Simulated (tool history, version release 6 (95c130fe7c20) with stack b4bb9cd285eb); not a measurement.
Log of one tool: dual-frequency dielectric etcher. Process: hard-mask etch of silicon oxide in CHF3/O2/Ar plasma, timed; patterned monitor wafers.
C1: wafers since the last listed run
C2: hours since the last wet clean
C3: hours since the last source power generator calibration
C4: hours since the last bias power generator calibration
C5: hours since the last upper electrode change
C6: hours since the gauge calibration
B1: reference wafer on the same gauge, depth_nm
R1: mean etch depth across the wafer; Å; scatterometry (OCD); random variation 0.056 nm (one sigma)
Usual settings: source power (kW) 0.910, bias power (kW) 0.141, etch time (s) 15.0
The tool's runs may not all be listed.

Run 1, hour 0.0: usual settings; C1 0; C2 344.4; C3 2415.3; C4 4060.9; C5 4170.2; C6 537.3; B1 30.00. Result: R1 319.5 Å.
Run 2, hour 19.4: usual settings; C1 362; C2 363.8; C3 2434.7; C4 4080.3; C5 4189.6; C6 556.7; B1 30.00. Result: R1 318.8 Å.
Run 3, hour 53.2: usual settings; C1 630; C2 397.6; C3 2468.5; C4 4114.1; C5 4223.4; C6 590.5; B1 30.01. Result: R1 318.8 Å.
At hour 103.5: wet clean of the chamber.
Run 4, hour 133.7: usual settings; C1 1054; C2 30.2; C3 2549.0; C4 4194.6; C5 4303.9; C6 671.0; B1 30.01. Result: R1 322.1 Å.
Run 5, hour 146.6: usual settings; C1 240; C2 43.1; C3 2561.9; C4 4207.5; C5 4316.8; C6 683.9; B1 30.01. Result: R1 322.6 Å.
Run 6, hour 167.2: usual settings; C1 384; C2 63.7; C3 2582.5; C4 4228.1; C5 4337.4; C6 704.5; B1 30.00. Result: R1 321.9 Å.
Run 7, hour 193.8: usual settings but source power (kW) 0.750, etch time (s) 16.0; C1 496; C2 90.3; C3 2609.1; C4 4254.7; C5 4364.0; C6 731.1; B1 29.99. Result: R1 301.3 Å.
Run 8, hour 218.1: usual settings but source power (kW) 0.750, etch time (s) 16.0; C1 453; C2 114.6; C3 2633.4; C4 4279.0; C5 4388.3; C6 755.4; B1 29.98. Result: R1 300.3 Å.
Run 9, hour 230.5: usual settings but source power (kW) 0.960, etch time (s) 13.0; C1 231; C2 127.0; C3 2645.8; C4 4291.4; C5 4400.7; C6 767.8; B1 29.99. Result: R1 286.3 Å.
At hour 268.0: upper electrode replaced.
Run 10, hour 268.5: usual settings but source power (kW) 0.960, etch time (s) 13.0; C1 261; C2 165.0; C3 2683.8; C4 4329.4; C5 0.5; C6 805.8; B1 30.01. Result: R1 286.4 Å.
At hour 339.1: bias power generator calibrated.
Run 11, hour 368.7: usual settings; C1 1795; C2 265.2; C3 2784.0; C4 29.6; C5 100.7; C6 906.0; B1 29.99. Result: R1 318.9 Å.
Run 12, hour 386.3: usual settings; C1 328; C2 282.8; C3 2801.6; C4 47.2; C5 118.3; C6 923.6; B1 30.00. Result: R1 318.4 Å.
Run 13, hour 405.5: usual settings but bias power (kW) 0.164; C1 358; C2 302.0; C3 2820.8; C4 66.4; C5 137.5; C6 942.8; B1 29.99. Result: R1 339.3 Å.
At hour 452.9: source power generator calibrated.
Run 14, hour 488.1: usual settings but bias power (kW) 0.164; C1 1466; C2 384.6; C3 35.2; C4 149.0; C5 220.1; C6 1025.4; B1 29.99. Result: R1 348.1 Å.
At hour 503.0: gauge calibrated.
Run 15, hour 513.7: usual settings but etch time (s) 17.5; C1 477; C2 410.2; C3 60.8; C4 174.6; C5 245.7; C6 10.7; B1 30.01. Result: R1 381.5 Å.
Run 16, hour 531.7: usual settings but source power (kW) 0.740, bias power (kW) 0.164, etch time (s) 10.5; C1 335; C2 428.2; C3 78.8; C4 192.6; C5 263.7; C6 28.7; B1 30.02. Result: R1 212.0 Å.
Run 17, hour 555.7: usual settings but source power (kW) 0.990; C1 447; C2 452.2; C3 102.8; C4 216.6; C5 287.7; C6 52.7; B1 30.01. Result: R1 343.1 Å.
At hour 583.9: wet clean of the chamber.
Run 18, hour 584.4: usual settings but source power (kW) 0.840, bias power (kW) 0.155, etch time (s) 12.5; C1 87; C2 0.5; C3 131.5; C4 245.3; C5 316.4; C6 81.4; B1 30.00. Result: R1 272.1 Å.
Run 19, hour 604.5: usual settings but source power (kW) 0.790, bias power (kW) 0.154, etch time (s) 17.5; C1 375; C2 20.6; C3 151.6; C4 265.4; C5 336.5; C6 101.5; B1 30.00. Result: R1 363.5 Å.
Run 20, hour 625.5: usual settings but source power (kW) 1.090, bias power (kW) 0.153, etch time (s) 11.0; C1 391; C2 41.6; C3 172.6; C4 286.4; C5 357.5; C6 122.5; B1 30.00. Result: R1 277.8 Å.
Run 21, hour 648.3: usual settings but etch time (s) 11.5; C1 425; C2 64.4; C3 195.4; C4 309.2; C5 380.3; C6 145.3; B1 30.00. Result: R1 251.4 Å.
Run 22, hour 667.6: usual settings but source power (kW) 1.100, etch time (s) 13.0; C1 360; C2 83.7; C3 214.7; C4 328.5; C5 399.6; C6 164.6; B1 30.00. Result: R1 318.3 Å.
Run 23, hour 681.6: usual settings; C1 261; C2 97.7; C3 228.7; C4 342.5; C5 413.6; C6 178.6; B1 30.00. Result: R1 327.9 Å.
Run 24, hour 701.9: usual settings but source power (kW) 0.810, bias power (kW) 0.156, etch time (s) 19.5; C1 378; C2 118.0; C3 249.0; C4 362.8; C5 433.9; C6 198.9; B1 30.00. Result: R1 411.5 Å.
Run 25, hour 725.9: usual settings but source power (kW) 1.100, etch time (s) 13.0; C1 447; C2 142.0; C3 273.0; C4 386.8; C5 457.9; C6 222.9; B1 30.00. Result: R1 318.0 Å.
Run 26, hour 747.3: usual settings; C1 399; C2 163.4; C3 294.4; C4 408.2; C5 479.3; C6 244.3; B1 30.00. Result: R1 326.7 Å.
Run 27, hour 763.4: usual settings but bias power (kW) 0.115; C1 300; C2 179.5; C3 310.5; C4 424.3; C5 495.4; C6 260.4; B1 29.99. Result: R1 298.7 Å.
Run 28, hour 777.0: usual settings; C1 253; C2 193.1; C3 324.1; C4 437.9; C5 509.0; C6 274.0; B1 30.00. Result: R1 327.4 Å.
Run 29, hour 793.7: usual settings but etch time (s) 11.0; C1 311; C2 209.8; C3 340.8; C4 454.6; C5 525.7; C6 290.7; B1 29.99. Result: R1 240.7 Å.
Run 30, hour 824.9: usual settings; C1 582; C2 241.0; C3 372.0; C4 485.8; C5 556.9; C6 321.9; B1 30.02. Result: R1 326.1 Å.

Forecast each of these 4 alternatives for the next run:
Run A, hour 825.3: usual settings; C1 7; C2 241.4; C3 372.4; C4 486.2; C5 557.3; C6 322.3; B1 ?. Result: R1 ?.
Run B, hour 825.3: usual settings but source power (kW) 1.000, bias power (kW) 0.153, etch time (s) 12.5; C1 7; C2 241.4; C3 372.4; C4 486.2; C5 557.3; C6 322.3; B1 ?. Result: R1 ?.
Run C, hour 825.3: usual settings but source power (kW) 0.760, bias power (kW) 0.161, etch time (s) 18.0; C1 7; C2 241.4; C3 372.4; C4 486.2; C5 557.3; C6 322.3; B1 ?. Result: R1 ?.
Run D, hour 825.3: usual settings but etch time (s) 16.5; C1 7; C2 241.4; C3 372.4; C4 486.2; C5 557.3; C6 322.3; B1 ?. Result: R1 ?.

run     B1     R1
  A  30.00  326.4
  B  30.00  298.4
  C  30.00  368.6
  D  30.00  359.0
Without the tool's hidden state the same runs would have given:
run     R1
  A  329.2
  B  301.0
  C  371.8
  D  362.1

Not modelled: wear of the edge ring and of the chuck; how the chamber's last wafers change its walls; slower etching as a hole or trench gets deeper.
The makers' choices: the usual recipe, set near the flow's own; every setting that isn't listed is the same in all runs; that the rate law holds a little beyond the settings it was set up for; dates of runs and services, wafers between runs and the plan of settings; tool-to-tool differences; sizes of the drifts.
